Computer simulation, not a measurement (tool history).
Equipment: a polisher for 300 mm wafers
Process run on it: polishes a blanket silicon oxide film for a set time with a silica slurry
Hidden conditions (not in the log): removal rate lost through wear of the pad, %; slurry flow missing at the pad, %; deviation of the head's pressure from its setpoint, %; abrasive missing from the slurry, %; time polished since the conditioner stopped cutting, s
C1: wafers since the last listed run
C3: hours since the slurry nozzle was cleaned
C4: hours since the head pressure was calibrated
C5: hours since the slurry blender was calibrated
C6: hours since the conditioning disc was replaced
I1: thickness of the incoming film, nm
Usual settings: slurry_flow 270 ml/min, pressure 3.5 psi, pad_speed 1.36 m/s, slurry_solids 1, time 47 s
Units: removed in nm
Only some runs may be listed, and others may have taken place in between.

{"run": 1, "hour": 0.0, "slurry_flow": 270, "pressure": 3.5, "pad_speed": 1.36, "slurry_solids": 1, "time": 47, "C1": 0, "wafers polished on this pad": 537, "C3": 0.8, "C4": 685.5, "C5": 405.9, "C6": 88.1, "I1": 1227.3, "removed": 162.1}
{"hour": 21.2, "done": "slurry blender recalibrated"}
{"run": 2, "hour": 43.7, "slurry_flow": 270, "pressure": 3.5, "pad_speed": 1.36, "slurry_solids": 1, "time": 47, "C1": 601, "wafers polished on this pad": 1139, "C3": 44.5, "C4": 729.2, "C5": 22.5, "C6": 131.8, "I1": 1201, "removed": 163.8}
{"run": 3, "hour": 98.0, "slurry_flow": 270, "pressure": 3.5, "pad_speed": 1.36, "slurry_solids": 1, "time": 47, "C1": 783, "wafers polished on this pad": 1923, "C3": 98.8, "C4": 783.5, "C5": 76.8, "C6": 186.1, "I1": 1228, "removed": 161.5}
{"hour": 146.0, "done": "conditioning disc replaced and pad reconditioned"}
{"run": 4, "hour": 161.8, "slurry_flow": 270, "pressure": 3.5, "pad_speed": 1.36, "slurry_solids": 1, "time": 47, "C1": 891, "wafers polished on this pad": 2814, "C3": 162.6, "C4": 847.3, "C5": 140.6, "C6": 15.8, "I1": 1206.9, "removed": 163.6}
{"hour": 191.1, "done": "worn pad replaced by a new one"}
{"run": 5, "hour": 232.3, "slurry_flow": 270, "pressure": 3.5, "pad_speed": 1.36, "slurry_solids": 1, "time": 47, "C1": 959, "wafers polished on this pad": 594, "C3": 233.1, "C4": 917.8, "C5": 211.1, "C6": 86.3, "I1": 1239.4, "removed": 159.5}
{"hour": 294.7, "done": "slurry nozzle cleaned"}
{"run": 6, "hour": 295.2, "slurry_flow": 270, "pressure": 3.5, "pad_speed": 1.36, "slurry_solids": 1, "time": 47, "C1": 893, "wafers polished on this pad": 1487, "C3": 0.5, "C4": 980.7, "C5": 274, "C6": 149.2, "I1": 1236.2, "removed": 164.8}
{"hour": 337.4, "done": "conditioning disc replaced and pad reconditioned"}
{"run": 7, "hour": 364.6, "slurry_flow": 270, "pressure": 3.5, "pad_speed": 1.36, "slurry_solids": 1, "time": 47, "C1": 972, "wafers polished on this pad": 2460, "C3": 69.9, "C4": 1050.1, "C5": 343.4, "C6": 27.2, "I1": 1209.3, "removed": 161.7}
{"hour": 377.5, "done": "worn pad replaced by a new one"}
{"run": 8, "hour": 391.8, "slurry_flow": 270, "pressure": 4.4, "pad_speed": 1.36, "slurry_solids": 1, "time": 47, "C1": 334, "wafers polished on this pad": 206, "C3": 97.1, "C4": 1077.3, "C5": 370.6, "C6": 54.4, "I1": 1221.4, "removed": 189.6}
{"hour": 401.4, "done": "slurry blender recalibrated"}
{"run": 9, "hour": 452.5, "slurry_flow": 270, "pressure": 3.5, "pad_speed": 1.36, "slurry_solids": 1, "time": 47, "C1": 846, "wafers polished on this pad": 1053, "C3": 157.8, "C4": 1138, "C5": 51.1, "C6": 115.1, "I1": 1215.9, "removed": 162.5}
{"run": 10, "hour": 514.2, "slurry_flow": 245, "pressure": 3.5, "pad_speed": 1.36, "slurry_solids": 1, "time": 47, "C1": 890, "wafers polished on this pad": 1943, "C3": 219.5, "C4": 1199.7, "C5": 112.8, "C6": 176.8, "I1": 1216.7, "removed": 156.6}
{"hour": 548.8, "done": "conditioning disc replaced and pad reconditioned"}
{"hour": 588.2, "done": "worn pad replaced by a new one"}
{"run": 11, "hour": 588.7, "slurry_flow": 270, "pressure": 2.6, "pad_speed": 1.78, "slurry_solids": 1, "time": 59, "C1": 988, "wafers polished on this pad": 6, "C3": 294, "C4": 1274.2, "C5": 187.3, "C6": 39.9, "I1": 1220.2, "removed": 184.1}
{"hour": 610.7, "done": "slurry nozzle cleaned"}
{"run": 12, "hour": 654.0, "slurry_flow": 210, "pressure": 3.5, "pad_speed": 1.78, "slurry_solids": 1, "time": 35, "C1": 927, "wafers polished on this pad": 934, "C3": 43.3, "C4": 1339.5, "C5": 252.6, "C6": 105.2, "I1": 1226.7, "removed": 134}
{"run": 13, "hour": 714.1, "slurry_flow": 270, "pressure": 3.5, "pad_speed": 1.36, "slurry_solids": 1, "time": 47, "C1": 867, "wafers polished on this pad": 1801, "C3": 103.4, "C4": 1399.6, "C5": 312.7, "C6": 165.3, "I1": 1210, "removed": 157.8}
{"hour": 745.3, "done": "slurry blender recalibrated"}
{"hour": 751.0, "done": "conditioning disc replaced and pad reconditioned"}
{"hour": 807.4, "done": "worn pad replaced by a new one"}
{"hour": 810.2, "done": "head pressure recalibrated"}
{"hour": 914.6, "done": "slurry nozzle cleaned"}
{"run": 14, "hour": 926.9, "slurry_flow": 355, "pressure": 3.5, "pad_speed": 1.36, "slurry_solids": 0.85, "time": 52, "C1": 2911, "wafers polished on this pad": 1681, "C3": 12.3, "C4": 116.7, "C5": 181.6, "C6": 175.9, "I1": 1226.1, "removed": 173.3}
{"run": 15, "hour": 955.1, "slurry_flow": 205, "pressure": 3.5, "pad_speed": 1.62, "slurry_solids": 0.85, "time": 47, "C1": 406, "wafers polished on this pad": 2088, "C3": 40.5, "C4": 144.9, "C5": 209.8, "C6": 204.1, "I1": 1219.6, "removed": 158.2}
{"hour": 960.9, "done": "conditioning disc replaced and pad reconditioned"}
{"hour": 989.4, "done": "worn pad replaced by a new one"}
{"run": 16, "hour": 1009.6, "slurry_flow": 270, "pressure": 2.8, "pad_speed": 1.36, "slurry_solids": 1, "time": 47, "C1": 699, "wafers polished on this pad": 291, "C3": 95, "C4": 199.4, "C5": 264.3, "C6": 48.7, "I1": 1213, "removed": 141.8}
{"run": 17, "hour": 1054.4, "slurry_flow": 335, "pressure": 3.5, "pad_speed": 1.36, "slurry_solids": 1, "time": 31, "C1": 646, "wafers polished on this pad": 937, "C3": 139.8, "C4": 244.2, "C5": 309.1, "C6": 93.5, "I1": 1228.9, "removed": 110.1}

Alternative continuations, all from the tool just after run 17; predict every row:
{"run": "A", "hour": 1054.8, "slurry_flow": 270, "pressure": 3.5, "pad_speed": 1.36, "slurry_solids": 1, "time": 47, "C1": 5, "wafers polished on this pad": 943, "C3": 140.2, "C4": 244.6, "C5": 309.5, "C6": 93.9, "I1": 1231, "removed": "?"}
{"run": "B", "hour": 1054.8, "slurry_flow": 270, "pressure": 3, "pad_speed": 1.36, "slurry_solids": 1, "time": 47, "C1": 5, "wafers polished on this pad": 943, "C3": 140.2, "C4": 244.6, "C5": 309.5, "C6": 93.9, "I1": 1231, "removed": "?"}
{"run": "C", "hour": 1054.8, "slurry_flow": 235, "pressure": 3.9, "pad_speed": 1.12, "slurry_solids": 1.3, "time": 47, "C1": 5, "wafers polished on this pad": 943, "C3": 140.2, "C4": 244.6, "C5": 309.5, "C6": 93.9, "I1": 1231, "removed": "?"}

run=A removed=158.9
run=B removed=144.3
run=C removed=169.3
With no hidden state in the tool, these same runs would have given:
run=A removed=161
run=B removed=146.2
run=C removed=171.9
